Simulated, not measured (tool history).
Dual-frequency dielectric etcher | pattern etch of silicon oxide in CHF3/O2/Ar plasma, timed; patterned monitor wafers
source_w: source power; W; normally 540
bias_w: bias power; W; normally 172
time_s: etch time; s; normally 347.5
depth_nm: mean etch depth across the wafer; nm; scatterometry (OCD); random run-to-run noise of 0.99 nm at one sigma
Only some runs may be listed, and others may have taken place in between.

run   hour  source_w  bias_w  time_s  read-back reference wafer on the same gauge, depth_nm  depth_nm
  1    0.0       540     172   347.5                                                  648.9     648.9
  2   21.3       540     172   347.5                                                  649.1     649.6
  3   38.7       540     194   347.5                                                  649.1     679.9
  4   59.8       540     194   347.5                                                  649.0     680.9
  5   98.1       540     194   347.5                                                  648.9     682.2
  6  119.6       540     193   347.5                                                  649.0     681.8
     149.9  -- upper electrode replaced
  7  150.4       540     193   347.5                                                  649.0     681.3
  8  150.8       540     193   347.5                                                  649.0     683.1
  9  161.2       480     155   319.5                                                  648.9     556.2
 10  186.6       540     159   347.5                                                  649.4     634.9
 11  219.3       430     172   347.5                                                  648.8     609.1
     225.1  -- source power generator calibrated
 12  250.0       440     172   347.5                                                  649.2     605.8
 13  278.3       540     172   347.5                                                  648.9     644.4
     305.1  -- wet clean of the chamber
 14  307.3       630     193   347.5                                                  649.1     700.8
     313.4  -- gauge calibrated
 15  320.2       540     130   347.5                                                  649.0     575.5
 16  335.1       540     159   347.5                                                  648.8     620.7
 17  359.2       540     133   314.5                                                  649.1     526.8
     378.0  -- bias power generator calibrated
 18  380.8       540     172   319.0                                                  649.0     588.8
 19  408.1       540     172   347.5                                                  648.9     640.4
 20  430.7       540     172   347.5                                                  649.2     644.8
 21  463.1       590     172   245.5                                                  648.9     468.0
 22  475.1       540     135   347.5                                                  648.8     588.7
 23  489.3       460     172   412.0                                                  649.1     724.9
 24  523.5       540     172   347.5                                                  649.2     643.8
 25  555.0       540     172   347.5                                                  648.8     648.4
 26  578.0       640     172   347.5                                                  648.8     684.2
 27  595.4       470     149   409.0                                                  648.8     689.4
 28  615.4       610     172   347.5                                                  649.2     674.8
 29  635.1       540     172   347.5                                                  649.2     648.9

5 ways to go on from here, each from the tool as it stands after run 29. What would each give?
  A  635.6       540     172   347.5                                                      ?         ?
  B  635.6       540     141   347.5                                                      ?         ?
  C  635.6       680     194   374.5                                                      ?         ?
  D  635.6       420     132   297.0                                                      ?         ?
  E  635.6       540     172   388.5                                                      ?         ?

run  read-back reference wafer on the same gauge, depth_nm  depth_nm
  A                                                  648.8     648.4
  B                                                  648.8     601.7
  C                                                  648.8     788.8
  D                                                  648.8     462.9
  E                                                  648.8     724.9
With the hidden condition removed and each run's random variation left untouched, the same runs would have given:
run  depth_nm
  A     636.9
  B     591.0
  C     774.8
  D     454.6
  E     712.0
